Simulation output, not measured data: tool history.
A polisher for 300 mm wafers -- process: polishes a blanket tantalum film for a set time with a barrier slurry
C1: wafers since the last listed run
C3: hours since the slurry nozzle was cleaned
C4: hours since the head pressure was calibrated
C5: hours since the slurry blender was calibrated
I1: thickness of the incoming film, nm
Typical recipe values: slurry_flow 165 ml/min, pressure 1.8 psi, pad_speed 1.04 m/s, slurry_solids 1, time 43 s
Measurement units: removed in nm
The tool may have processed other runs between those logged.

{"run": 1, "hour": 0.0, "slurry_flow": 165, "pressure": 1.8, "pad_speed": 1.04, "slurry_solids": 1, "time": 43, "C1": 0, "wafers polished on this pad": 384, "C3": 768.8, "C4": 1008.6, "C5": 98.6, "I1": 192.3, "removed": 64.6}
{"run": 2, "hour": 17.8, "slurry_flow": 165, "pressure": 1.8, "pad_speed": 1.04, "slurry_solids": 1, "time": 43, "C1": 144, "wafers polished on this pad": 529, "C3": 786.6, "C4": 1026.4, "C5": 116.4, "I1": 192.2, "removed": 61.6}
{"run": 3, "hour": 26.6, "slurry_flow": 165, "pressure": 2.3, "pad_speed": 1.04, "slurry_solids": 1, "time": 43, "C1": 71, "wafers polished on this pad": 600, "C3": 795.4, "C4": 1035.2, "C5": 125.2, "I1": 187.2, "removed": 79.4}
{"run": 4, "hour": 32.8, "slurry_flow": 165, "pressure": 1.8, "pad_speed": 1.04, "slurry_solids": 1, "time": 43, "C1": 50, "wafers polished on this pad": 651, "C3": 801.6, "C4": 1041.4, "C5": 131.4, "I1": 191.1, "removed": 61.9}
{"hour": 39.8, "done": "worn pad replaced by a new one"}
{"run": 5, "hour": 50.3, "slurry_flow": 165, "pressure": 1.8, "pad_speed": 1.04, "slurry_solids": 1, "time": 43, "C1": 109, "wafers polished on this pad": 85, "C3": 819.1, "C4": 1058.9, "C5": 148.9, "I1": 189.3, "removed": 57.8}
{"hour": 65.3, "done": "head pressure recalibrated"}
{"run": 6, "hour": 65.8, "slurry_flow": 165, "pressure": 1.8, "pad_speed": 1.04, "slurry_solids": 1, "time": 43, "C1": 109, "wafers polished on this pad": 195, "C3": 834.6, "C4": 0.5, "C5": 164.4, "I1": 190.9, "removed": 57.1}
{"hour": 82.6, "done": "worn pad replaced by a new one, repeated, since the last time left the tool worse"}
{"run": 7, "hour": 83.1, "slurry_flow": 165, "pressure": 1.8, "pad_speed": 1.04, "slurry_solids": 1, "time": 43, "C1": 108, "wafers polished on this pad": 4, "C3": 851.9, "C4": 17.8, "C5": 181.7, "I1": 193.2, "removed": 65.8}
{"run": 8, "hour": 95.4, "slurry_flow": 165, "pressure": 1.8, "pad_speed": 1.3, "slurry_solids": 1.15, "time": 31, "C1": 100, "wafers polished on this pad": 104, "C3": 864.2, "C4": 30.1, "C5": 194, "I1": 190.4, "removed": 60.2}
{"hour": 106.5, "done": "slurry nozzle cleaned"}
{"run": 9, "hour": 109.0, "slurry_flow": 165, "pressure": 1.5, "pad_speed": 1.04, "slurry_solids": 1, "time": 43, "C1": 102, "wafers polished on this pad": 207, "C3": 2.5, "C4": 43.7, "C5": 207.6, "I1": 189.8, "removed": 54.3}
{"run": 10, "hour": 119.6, "slurry_flow": 185, "pressure": 1.3, "pad_speed": 1.14, "slurry_solids": 1, "time": 50, "C1": 86, "wafers polished on this pad": 293, "C3": 13.1, "C4": 54.3, "C5": 218.2, "I1": 190.4, "removed": 59.7}
{"run": 11, "hour": 129.2, "slurry_flow": 195, "pressure": 1.8, "pad_speed": 1.04, "slurry_solids": 1, "time": 43, "C1": 78, "wafers polished on this pad": 371, "C3": 22.7, "C4": 63.9, "C5": 227.8, "I1": 191.1, "removed": 63.8}
{"hour": 132.9, "done": "slurry blender recalibrated"}
{"run": 12, "hour": 136.0, "slurry_flow": 195, "pressure": 1.8, "pad_speed": 1.04, "slurry_solids": 1, "time": 43, "C1": 39, "wafers polished on this pad": 410, "C3": 29.5, "C4": 70.7, "C5": 3.1, "I1": 191, "removed": 65.1}
{"run": 13, "hour": 144.1, "slurry_flow": 130, "pressure": 1.8, "pad_speed": 1.32, "slurry_solids": 0.8, "time": 30, "C1": 65, "wafers polished on this pad": 476, "C3": 37.6, "C4": 78.8, "C5": 11.2, "I1": 192.5, "removed": 50}
{"run": 14, "hour": 160.8, "slurry_flow": 220, "pressure": 1.8, "pad_speed": 0.74, "slurry_solids": 1, "time": 50, "C1": 135, "wafers polished on this pad": 612, "C3": 54.3, "C4": 95.5, "C5": 27.9, "I1": 192.4, "removed": 53.7}
{"run": 15, "hour": 176.2, "slurry_flow": 165, "pressure": 1.8, "pad_speed": 1.04, "slurry_solids": 1, "time": 43, "C1": 125, "wafers polished on this pad": 737, "C3": 69.7, "C4": 110.9, "C5": 43.3, "I1": 189.5, "removed": 62.1}

Forecast each of these 4 alternatives for the next run:
{"run": "A", "hour": 176.6, "slurry_flow": 165, "pressure": 1.8, "pad_speed": 0.82, "slurry_solids": 1, "time": 43, "C1": 3, "wafers polished on this pad": 741, "C3": 70.1, "C4": 111.3, "C5": 43.7, "I1": 191.7, "removed": "?"}
{"run": "B", "hour": 176.6, "slurry_flow": 115, "pressure": 1.8, "pad_speed": 1.04, "slurry_solids": 1, "time": 43, "C1": 3, "wafers polished on this pad": 741, "C3": 70.1, "C4": 111.3, "C5": 43.7, "I1": 191.7, "removed": "?"}
{"run": "C", "hour": 176.6, "slurry_flow": 165, "pressure": 1.8, "pad_speed": 0.86, "slurry_solids": 1, "time": 43, "C1": 3, "wafers polished on this pad": 741, "C3": 70.1, "C4": 111.3, "C5": 43.7, "I1": 191.7, "removed": "?"}
{"run": "D", "hour": 176.6, "slurry_flow": 135, "pressure": 2.1, "pad_speed": 1.04, "slurry_solids": 1, "time": 43, "C1": 3, "wafers polished on this pad": 741, "C3": 70.1, "C4": 111.3, "C5": 43.7, "I1": 191.7, "removed": "?"}

run=A removed=49.3
run=B removed=57.9
run=C removed=51.6
run=D removed=69.8
Take away the tool's hidden state, keep each run's random variation, and the runs would have read:
run=A removed=53.5
run=B removed=62.9
run=C removed=56
run=D removed=75.8

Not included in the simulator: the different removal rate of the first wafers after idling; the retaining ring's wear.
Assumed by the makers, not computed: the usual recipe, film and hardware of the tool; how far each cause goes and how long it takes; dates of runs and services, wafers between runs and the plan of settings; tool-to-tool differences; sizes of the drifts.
